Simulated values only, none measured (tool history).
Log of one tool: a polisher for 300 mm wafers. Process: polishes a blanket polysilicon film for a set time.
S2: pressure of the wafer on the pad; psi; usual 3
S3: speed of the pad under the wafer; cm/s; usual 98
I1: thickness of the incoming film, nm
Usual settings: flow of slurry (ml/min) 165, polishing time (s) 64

{"run": 1, "day": 0.0, "flow of slurry (ml/min)": 165, "S2": 3, "S3": 78, "polishing time (s)": 69, "I1": 1548.8, "film removed (angstrom)": 4099}
{"day": 0.371, "done": "head pressure recalibrated"}
{"run": 2, "day": 2.408, "flow of slurry (ml/min)": 165, "S2": 3, "S3": 98, "polishing time (s)": 64, "I1": 1537.2, "film removed (angstrom)": 4669}
{"day": 8.192, "done": "worn pad replaced by a new one"}
{"run": 3, "day": 11.292, "flow of slurry (ml/min)": 165, "S2": 3, "S3": 98, "polishing time (s)": 64, "I1": 1570.4, "film removed (angstrom)": 4363}
{"day": 11.829, "done": "slurry nozzle cleaned"}
{"run": 4, "day": 13.958, "flow of slurry (ml/min)": 165, "S2": 3, "S3": 98, "polishing time (s)": 73, "I1": 1580, "film removed (angstrom)": 5264}
{"run": 5, "day": 16.804, "flow of slurry (ml/min)": 165, "S2": 3, "S3": 98, "polishing time (s)": 73, "I1": 1541.3, "film removed (angstrom)": 5273}
{"run": 6, "day": 18.938, "flow of slurry (ml/min)": 165, "S2": 3, "S3": 78, "polishing time (s)": 64, "I1": 1543.4, "film removed (angstrom)": 3925}
{"day": 19.325, "done": "worn pad replaced by a new one"}
{"run": 7, "day": 21.15, "flow of slurry (ml/min)": 165, "S2": 3, "S3": 78, "polishing time (s)": 64, "I1": 1562.1, "film removed (angstrom)": 3857}
{"run": 8, "day": 22.283, "flow of slurry (ml/min)": 165, "S2": 3, "S3": 98, "polishing time (s)": 69, "I1": 1542.8, "film removed (angstrom)": 4794}
{"run": 9, "day": 23.517, "flow of slurry (ml/min)": 165, "S2": 3, "S3": 98, "polishing time (s)": 69, "I1": 1536.3, "film removed (angstrom)": 4847}
{"run": 10, "day": 26.062, "flow of slurry (ml/min)": 165, "S2": 3, "S3": 98, "polishing time (s)": 69, "I1": 1554.9, "film removed (angstrom)": 4687}
{"run": 11, "day": 28.7, "flow of slurry (ml/min)": 165, "S2": 3, "S3": 98, "polishing time (s)": 64, "I1": 1552.4, "film removed (angstrom)": 4302}
{"day": 29.483, "done": "worn pad replaced by a new one"}
{"run": 12, "day": 31.038, "flow of slurry (ml/min)": 165, "S2": 3, "S3": 98, "polishing time (s)": 64, "I1": 1530.6, "film removed (angstrom)": 4269}
{"run": 13, "day": 32.3, "flow of slurry (ml/min)": 165, "S2": 3, "S3": 98, "polishing time (s)": 74, "I1": 1542.9, "film removed (angstrom)": 4900}
{"day": 33.279, "done": "slurry nozzle cleaned"}
{"day": 33.558, "done": "head pressure recalibrated"}
{"run": 14, "day": 34.958, "flow of slurry (ml/min)": 200, "S2": 3, "S3": 98, "polishing time (s)": 64, "I1": 1549.6, "film removed (angstrom)": 4983}
{"run": 15, "day": 37.104, "flow of slurry (ml/min)": 165, "S2": 3, "S3": 78, "polishing time (s)": 64, "I1": 1552.7, "film removed (angstrom)": 4164}
{"run": 16, "day": 39.754, "flow of slurry (ml/min)": 165, "S2": 3, "S3": 98, "polishing time (s)": 46, "I1": 1557.9, "film removed (angstrom)": 3364}
{"day": 40.183, "done": "worn pad replaced by a new one"}
{"run": 17, "day": 40.925, "flow of slurry (ml/min)": 165, "S2": 3.9, "S3": 98, "polishing time (s)": 78, "I1": 1547.9, "film removed (angstrom)": 7166}
{"run": 18, "day": 42.479, "flow of slurry (ml/min)": 165, "S2": 3, "S3": 98, "polishing time (s)": 64, "I1": 1551, "film removed (angstrom)": 4553}
{"run": 19, "day": 44.717, "flow of slurry (ml/min)": 125, "S2": 3, "S3": 86, "polishing time (s)": 64, "I1": 1545.7, "film removed (angstrom)": 3880}
{"run": 20, "day": 47.212, "flow of slurry (ml/min)": 165, "S2": 3, "S3": 98, "polishing time (s)": 69, "I1": 1559.5, "film removed (angstrom)": 4720}
{"run": 21, "day": 49.329, "flow of slurry (ml/min)": 165, "S2": 3.4, "S3": 98, "polishing time (s)": 64, "I1": 1551.5, "film removed (angstrom)": 4942}
{"run": 22, "day": 51.021, "flow of slurry (ml/min)": 165, "S2": 3.8, "S3": 74, "polishing time (s)": 64, "I1": 1578.4, "film removed (angstrom)": 4641}
{"day": 51.775, "done": "worn pad replaced by a new one"}
{"run": 23, "day": 53.388, "flow of slurry (ml/min)": 165, "S2": 2.2, "S3": 124, "polishing time (s)": 64, "I1": 1579, "film removed (angstrom)": 3620}
{"day": 56.262, "done": "slurry nozzle cleaned"}
{"run": 24, "day": 56.283, "flow of slurry (ml/min)": 165, "S2": 3.6, "S3": 132, "polishing time (s)": 64, "I1": 1545.1, "film removed (angstrom)": 6500}

Some steps in film removed (angstrom) between neighbouring runs. How much of each would the tool show without its hidden state too (settings, what came in, random variation), and how much is left for the hidden state, with any gauge scatter that isn't in both results?
The hidden state here: removal rate lost through wear of the pad, %; slurry flow missing at the pad, %; deviation of the head's pressure from its setpoint, %.
Run 1 -> 2: S3 78 -> 98, polishing time (s) 69 -> 64, head pressure recalibrated. film removed (angstrom) +570: hidden state +390, all else +180.
Run 13 -> 14: flow of slurry (ml/min) 165 -> 200, polishing time (s) 74 -> 64, slurry nozzle cleaned, head pressure recalibrated. film removed (angstrom) +83: hidden state +683, all else -600.
Run 16 -> 17: S2 3 -> 3.9, polishing time (s) 46 -> 78, worn pad replaced by a new one. film removed (angstrom) +3802: hidden state -292, all else +4094.
Run 23 -> 24: S2 2.2 -> 3.6, S3 124 -> 132, slurry nozzle cleaned. film removed (angstrom) +2880: hidden state -103, all else +2983.
